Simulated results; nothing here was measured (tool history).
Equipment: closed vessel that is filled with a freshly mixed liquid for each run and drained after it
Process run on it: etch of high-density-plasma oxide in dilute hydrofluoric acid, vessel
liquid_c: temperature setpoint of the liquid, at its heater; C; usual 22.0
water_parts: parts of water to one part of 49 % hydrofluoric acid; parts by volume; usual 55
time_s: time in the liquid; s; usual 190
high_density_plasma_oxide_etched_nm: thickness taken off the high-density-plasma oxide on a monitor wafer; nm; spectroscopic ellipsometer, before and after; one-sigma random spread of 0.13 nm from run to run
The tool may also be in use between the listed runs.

| run | hour | liquid_c | water_parts | time_s | read-back film thickness of the high-density-plasma oxide reference wafer, read on the same gauge (nm) | high_density_plasma_oxide_etched_nm |
|---|---|---|---|---|---|---|
| 1 | 0.0 | 22.0 | 55 | 190 | 50.01 | 17.04 |
|  | 65.7 | hydrofluoric acid flow meter replaced |
| 2 | 103.3 | 23.0 | 55 | 190 | 50.02 | 17.48 |
| 3 | 198.8 | 23.0 | 55 | 190 | 50.00 | 17.47 |
| 4 | 303.7 | 23.0 | 55 | 190 | 50.02 | 17.52 |
| 5 | 399.4 | 22.0 | 55 | 190 | 49.99 | 17.19 |
|  | 443.7 | gauge calibrated |
| 6 | 445.6 | 22.0 | 55 | 190 | 50.01 | 17.33 |
| 7 | 537.5 | 22.0 | 55 | 190 | 50.01 | 17.33 |
| 8 | 574.3 | 22.0 | 45 | 155 | 50.03 | 17.57 |
| 9 | 672.7 | 22.0 | 45 | 155 | 49.98 | 17.50 |
|  | 737.1 | hydrofluoric acid flow meter replaced |
| 10 | 750.6 | 26.5 | 55 | 115 | 50.00 | 12.15 |
| 11 | 786.8 | 18.0 | 75 | 190 | 49.98 | 10.01 |
| 12 | 855.6 | 25.5 | 30 | 250 | 49.99 | 48.45 |
|  | 886.6 | thermometer replaced |
| 13 | 930.8 | 24.5 | 80 | 295 | 50.01 | 19.34 |
| 14 | 988.8 | 22.0 | 55 | 190 | 49.99 | 16.89 |
| 15 | 1049.3 | 18.0 | 55 | 245 | 50.02 | 18.71 |
| 16 | 1103.4 | 26.0 | 30 | 75 | 49.97 | 15.25 |
| 17 | 1171.9 | 26.0 | 55 | 130 | 50.02 | 14.03 |
| 18 | 1210.0 | 17.5 | 80 | 245 | 50.00 | 12.64 |

For each run, the measured value with the value that run would have given without the tool's hidden condition subtracted. The run-to-run variation is shared by both, the gauge scatter possibly not:
The tool's hidden condition here consists of: liquid colder than its thermometer reads (K); hydrofluoric acid flow above the setpoint (%); gauge reads high (%).
| run | high_density_plasma_oxide_etched_nm |
|---|---|
| 1 | +0.76 |
| 2 | +0.11 |
| 3 | +0.29 |
| 4 | +0.47 |
| 5 | +0.62 |
| 6 | +0.70 |
| 7 | +0.86 |
| 8 | +0.92 |
| 9 | +1.07 |
| 10 | +0.14 |
| 11 | +0.16 |
| 12 | +1.06 |
| 13 | +0.59 |
| 14 | +0.59 |
| 15 | +0.77 |
| 16 | +0.68 |
| 17 | +0.75 |
| 18 | +0.72 |
